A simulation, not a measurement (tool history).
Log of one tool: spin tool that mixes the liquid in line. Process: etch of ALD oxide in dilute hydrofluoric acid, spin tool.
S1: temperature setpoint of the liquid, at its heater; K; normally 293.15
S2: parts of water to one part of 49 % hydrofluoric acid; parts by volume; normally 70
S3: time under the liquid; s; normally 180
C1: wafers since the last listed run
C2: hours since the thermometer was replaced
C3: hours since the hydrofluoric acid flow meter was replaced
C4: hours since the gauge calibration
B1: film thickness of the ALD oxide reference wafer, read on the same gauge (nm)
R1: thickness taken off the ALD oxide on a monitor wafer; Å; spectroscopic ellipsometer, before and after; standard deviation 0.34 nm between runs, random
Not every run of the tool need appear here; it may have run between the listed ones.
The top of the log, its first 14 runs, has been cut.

run 15 hour=400.7 | S1=293.15 S2=70 S3=180 | C1=285 C2=86.1 C3=602.1 C4=643.5 | B1=40.03 | R1=513.7
-- hour=405.3 hydrofluoric acid flow meter replaced
run 16 hour=414.5 | S1=290.15 S2=55 S3=145 | C1=118 C2=99.9 C3=9.2 C4=657.3 | B1=40.03 | R1=437.9
run 17 hour=439.6 | S1=295.15 S2=70 S3=180 | C1=233 C2=125.0 C3=34.3 C4=682.4 | B1=39.99 | R1=521.5
run 18 hour=469.7 | S1=293.15 S2=55 S3=255 | C1=279 C2=155.1 C3=64.4 C4=712.5 | B1=40.00 | R1=879.3
-- hour=471.2 gauge calibrated
run 19 hour=494.5 | S1=293.15 S2=70 S3=180 | C1=230 C2=179.9 C3=89.2 C4=23.3 | B1=40.00 | R1=476.6
run 20 hour=518.2 | S1=293.15 S2=80 S3=180 | C1=220 C2=203.6 C3=112.9 C4=47.0 | B1=40.06 | R1=414.5
run 21 hour=533.6 | S1=293.15 S2=70 S3=180 | C1=143 C2=219.0 C3=128.3 C4=62.4 | B1=40.03 | R1=482.0
run 22 hour=551.4 | S1=293.15 S2=70 S3=90 | C1=165 C2=236.8 C3=146.1 C4=80.2 | B1=40.02 | R1=246.6
run 23 hour=578.7 | S1=290.15 S2=35 S3=290 | C1=253 C2=264.1 C3=173.4 C4=107.5 | B1=39.97 | R1=1431.4
run 24 hour=595.1 | S1=293.15 S2=70 S3=255 | C1=152 C2=280.5 C3=189.8 C4=123.9 | B1=40.04 | R1=691.9
run 25 hour=625.3 | S1=290.65 S2=70 S3=115 | C1=280 C2=310.7 C3=220.0 C4=154.1 | B1=40.03 | R1=283.8
run 26 hour=654.3 | S1=293.15 S2=70 S3=180 | C1=269 C2=339.7 C3=249.0 C4=183.1 | B1=40.05 | R1=492.0
run 27 hour=677.1 | S1=293.15 S2=80 S3=75 | C1=211 C2=362.5 C3=271.8 C4=205.9 | B1=40.00 | R1=175.5
run 28 hour=701.0 | S1=293.15 S2=70 S3=180 | C1=221 C2=386.4 C3=295.7 C4=229.8 | B1=40.03 | R1=497.7
run 29 hour=714.6 | S1=293.15 S2=80 S3=75 | C1=126 C2=400.0 C3=309.3 C4=243.4 | B1=39.97 | R1=181.8
run 30 hour=742.4 | S1=291.15 S2=70 S3=120 | C1=258 C2=427.8 C3=337.1 C4=271.2 | B1=40.01 | R1=304.5

For run 31, what comes out?
run 31 hour=776.7 | S1=293.15 S2=70 S3=180 | C1=318 C2=462.1 C3=371.4 C4=305.5 | B1=? | R1=?

B1: 39.98
R1: 496.4 Å
Had the tool carried no hidden state, the very same run would have given R1 461.9 Å.

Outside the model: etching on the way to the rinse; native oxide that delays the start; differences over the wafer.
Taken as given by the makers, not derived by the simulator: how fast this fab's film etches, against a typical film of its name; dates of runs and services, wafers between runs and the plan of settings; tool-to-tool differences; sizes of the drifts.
